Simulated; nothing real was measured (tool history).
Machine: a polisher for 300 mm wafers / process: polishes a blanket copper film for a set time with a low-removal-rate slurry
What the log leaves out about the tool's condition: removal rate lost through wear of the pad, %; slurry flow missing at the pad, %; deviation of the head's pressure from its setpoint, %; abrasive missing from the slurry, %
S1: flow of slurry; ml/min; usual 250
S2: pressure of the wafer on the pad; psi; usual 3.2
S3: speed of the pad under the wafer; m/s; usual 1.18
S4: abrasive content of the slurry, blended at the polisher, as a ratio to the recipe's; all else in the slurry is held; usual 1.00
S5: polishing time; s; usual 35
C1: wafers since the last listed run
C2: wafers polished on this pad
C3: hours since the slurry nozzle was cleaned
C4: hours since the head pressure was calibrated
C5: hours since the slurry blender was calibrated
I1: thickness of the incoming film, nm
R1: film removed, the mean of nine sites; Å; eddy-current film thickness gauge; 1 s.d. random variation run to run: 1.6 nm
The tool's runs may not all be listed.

| run | hour | S1 | S2 | S3 | S4 | S5 | C1 | C2 | C3 | C4 | C5 | I1 | R1 |
|---|---|---|---|---|---|---|---|---|---|---|---|---|---|
| 1 | 0.0 | 250 | 3.2 | 1.18 | 1.00 | 35 | 0 | 137 | 19.9 | 44.9 | 269.2 | 822.9 | 1079 |
| 2 | 6.2 | 250 | 3.2 | 1.18 | 1.00 | 35 | 48 | 186 | 26.1 | 51.1 | 275.4 | 814.7 | 1073 |
| 3 | 13.5 | 250 | 2.5 | 1.30 | 1.00 | 35 | 57 | 244 | 33.4 | 58.4 | 282.7 | 827.3 | 955 |
| 4 | 22.7 | 250 | 3.2 | 1.18 | 1.00 | 35 | 72 | 316 | 42.6 | 67.6 | 291.9 | 833.0 | 1051 |
| 5 | 33.2 | 250 | 3.2 | 1.06 | 1.00 | 35 | 82 | 399 | 53.1 | 78.1 | 302.4 | 837.1 | 957 |
| 6 | 42.2 | 250 | 3.2 | 1.06 | 1.00 | 35 | 70 | 470 | 62.1 | 87.1 | 311.4 | 841.2 | 953 |
| 7 | 56.9 | 250 | 3.4 | 1.18 | 1.15 | 35 | 115 | 586 | 76.8 | 101.8 | 326.1 | 815.2 | 1128 |
| 8 | 64.8 | 280 | 3.2 | 1.18 | 0.90 | 35 | 62 | 648 | 84.7 | 109.7 | 334.0 | 830.4 | 1041 |
|  | 78.5 | worn pad replaced by a new one |
| 9 | 79.0 | 250 | 3.2 | 1.18 | 1.00 | 35 | 80 | 3 | 98.9 | 123.9 | 348.2 | 845.6 | 1123 |
| 10 | 84.3 | 250 | 3.2 | 1.18 | 1.00 | 40 | 41 | 45 | 104.2 | 129.2 | 353.5 | 843.2 | 1207 |
| 11 | 99.1 | 320 | 2.3 | 1.18 | 0.90 | 35 | 116 | 161 | 119.0 | 144.0 | 368.3 | 815.3 | 822 |
| 12 | 110.9 | 185 | 3.2 | 1.18 | 1.00 | 35 | 92 | 254 | 130.8 | 155.8 | 380.1 | 825.8 | 1006 |
| 13 | 121.3 | 275 | 3.2 | 1.58 | 1.00 | 24 | 81 | 336 | 141.2 | 166.2 | 390.5 | 835.8 | 991 |
| 14 | 128.2 | 175 | 2.5 | 1.48 | 1.00 | 38 | 54 | 391 | 148.1 | 173.1 | 397.4 | 831.4 | 1086 |
|  | 138.8 | slurry blender recalibrated |
| 15 | 144.2 | 250 | 3.2 | 1.18 | 1.00 | 35 | 110 | 501 | 164.1 | 189.1 | 5.4 | 829.9 | 1053 |
| 16 | 156.7 | 250 | 3.2 | 1.18 | 1.10 | 35 | 98 | 599 | 176.6 | 201.6 | 17.9 | 840.1 | 1086 |
| 17 | 168.6 | 250 | 3.2 | 0.78 | 1.00 | 35 | 93 | 693 | 188.5 | 213.5 | 29.8 | 829.3 | 689 |
| 18 | 184.2 | 170 | 3.2 | 1.18 | 1.00 | 30 | 122 | 816 | 204.1 | 229.1 | 45.4 | 811.3 | 840 |
|  | 201.5 | worn pad replaced by a new one |
| 19 | 202.0 | 250 | 3.2 | 1.52 | 0.75 | 47 | 108 | 3 | 221.9 | 246.9 | 63.2 | 825.3 | 1825 |
| 20 | 208.8 | 250 | 3.2 | 1.50 | 1.00 | 31 | 53 | 57 | 228.7 | 253.7 | 70.0 | 817.0 | 1248 |
| 21 | 223.9 | 250 | 3.6 | 1.18 | 1.00 | 35 | 118 | 176 | 243.8 | 268.8 | 85.1 | 816.5 | 1189 |
| 22 | 231.6 | 250 | 3.2 | 1.18 | 1.00 | 35 | 60 | 236 | 251.5 | 276.5 | 92.8 | 840.9 | 1086 |
| 23 | 244.0 | 335 | 3.2 | 0.82 | 1.15 | 43 | 97 | 334 | 263.9 | 288.9 | 105.2 | 816.0 | 982 |
| 24 | 251.2 | 250 | 3.2 | 1.18 | 1.10 | 35 | 56 | 391 | 271.1 | 296.1 | 112.4 | 823.5 | 1071 |
| 25 | 264.4 | 250 | 3.2 | 0.92 | 1.00 | 44 | 103 | 495 | 284.3 | 309.3 | 125.6 | 830.4 | 1011 |
| 26 | 279.7 | 170 | 2.9 | 0.84 | 1.00 | 35 | 120 | 615 | 299.6 | 324.6 | 140.9 | 830.1 | 660 |
| 27 | 288.9 | 250 | 3.2 | 1.18 | 1.00 | 32 | 72 | 688 | 308.8 | 333.8 | 150.1 | 824.0 | 928 |
| 28 | 296.7 | 175 | 2.5 | 1.18 | 1.20 | 35 | 61 | 749 | 316.6 | 341.6 | 157.9 | 835.9 | 791 |
| 29 | 308.0 | 250 | 3.2 | 1.18 | 1.00 | 35 | 89 | 838 | 327.9 | 352.9 | 169.2 | 826.7 | 1025 |
|  | 316.2 | worn pad replaced by a new one |
| 30 | 316.7 | 250 | 3.2 | 1.18 | 1.10 | 27 | 37 | 3 | 336.6 | 361.6 | 177.9 | 836.9 | 852 |

Here are 4 independent what-if runs from the current tool condition. What would each one return?
| A | 317.1 | 250 | 3.2 | 1.18 | 1.00 | 35 | 3 | 6 | 337.0 | 362.0 | 178.3 | 838.7 | ? |
| B | 317.1 | 210 | 2.7 | 1.54 | 1.00 | 35 | 3 | 6 | 337.0 | 362.0 | 178.3 | 838.7 | ? |
| C | 317.1 | 250 | 3.8 | 1.54 | 0.90 | 30 | 3 | 6 | 337.0 | 362.0 | 178.3 | 838.7 | ? |
| D | 317.1 | 250 | 3.2 | 1.18 | 0.90 | 29 | 3 | 6 | 337.0 | 362.0 | 178.3 | 838.7 | ? |

| run | R1 |
|---|---|
| A | 1075 |
| B | 1176 |
| C | 1384 |
| D | 875 |
The same runs, with their run-to-run variation unchanged, on a tool lacking any hidden condition would have given:
| run | R1 |
|---|---|
| A | 1077 |
| B | 1178 |
| C | 1386 |
| D | 877 |
